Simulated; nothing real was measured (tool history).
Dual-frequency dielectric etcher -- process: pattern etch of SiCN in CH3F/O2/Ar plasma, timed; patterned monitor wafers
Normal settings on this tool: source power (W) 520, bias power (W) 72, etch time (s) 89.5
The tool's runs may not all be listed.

run	hour	source power (W)	bias power (W)	etch time (s)	read-back reference wafer on the same gauge, depth_nm	mean etch depth across the wafer (Å)
1	0.0	520	72	110.0	31.72	454.6
2	45.7	520	72	80.5	31.70	331.7
3	88.6	520	72	80.5	31.70	331.6
# hour 143.3: gauge calibrated
4	154.1	520	72	80.5	31.70	331.0
5	193.1	520	72	78.0	31.69	323.4
# hour 223.0: upper electrode replaced
6	254.0	520	72	78.0	31.71	319.5
7	287.2	520	72	78.0	31.72	321.0
8	312.2	520	72	103.0	31.70	422.4
# hour 342.6: wet clean of the chamber
# hour 348.2: source power generator calibrated
9	371.1	580	85	99.5	31.70	452.6
10	428.1	450	88	89.5	31.71	368.2
11	460.0	520	72	114.5	31.71	481.0
12	488.2	520	72	78.0	31.68	326.0
# hour 512.8: bias power generator calibrated
# hour 546.1: gauge calibrated
13	560.1	620	72	97.0	31.69	437.1
14	593.8	520	72	89.5	31.72	374.6
15	662.4	480	83	66.5	31.71	276.3
16	710.2	520	72	89.5	31.71	373.7

Selected run-to-run steps in mean etch depth across the wafer (Å), each split into two signed amounts: the part the tool would show with no hidden state at all (from settings, incoming material and random variation), and the remainder, which goes to the hidden state together with any gauge scatter not common to the measured and the hidden-state-free results:
Hidden conditions of the tool in this case: etch rate over this chamber's usual, %; source power that arrives over what is set, %; bias power that arrives over what is set, %; gauge reads high (%).
Run 8 -> 9: source power (W) 520 -> 580, bias power (W) 72 -> 85, etch time (s) 103.0 -> 99.5, wet clean of the chamber, source power generator calibrated. mean etch depth across the wafer (Å) +30.2: hidden state +7.1, all else +23.1.
Run 11 -> 12: etch time (s) 114.5 -> 78.0. mean etch depth across the wafer (Å) -155.0: hidden state +0.3, all else -155.3.

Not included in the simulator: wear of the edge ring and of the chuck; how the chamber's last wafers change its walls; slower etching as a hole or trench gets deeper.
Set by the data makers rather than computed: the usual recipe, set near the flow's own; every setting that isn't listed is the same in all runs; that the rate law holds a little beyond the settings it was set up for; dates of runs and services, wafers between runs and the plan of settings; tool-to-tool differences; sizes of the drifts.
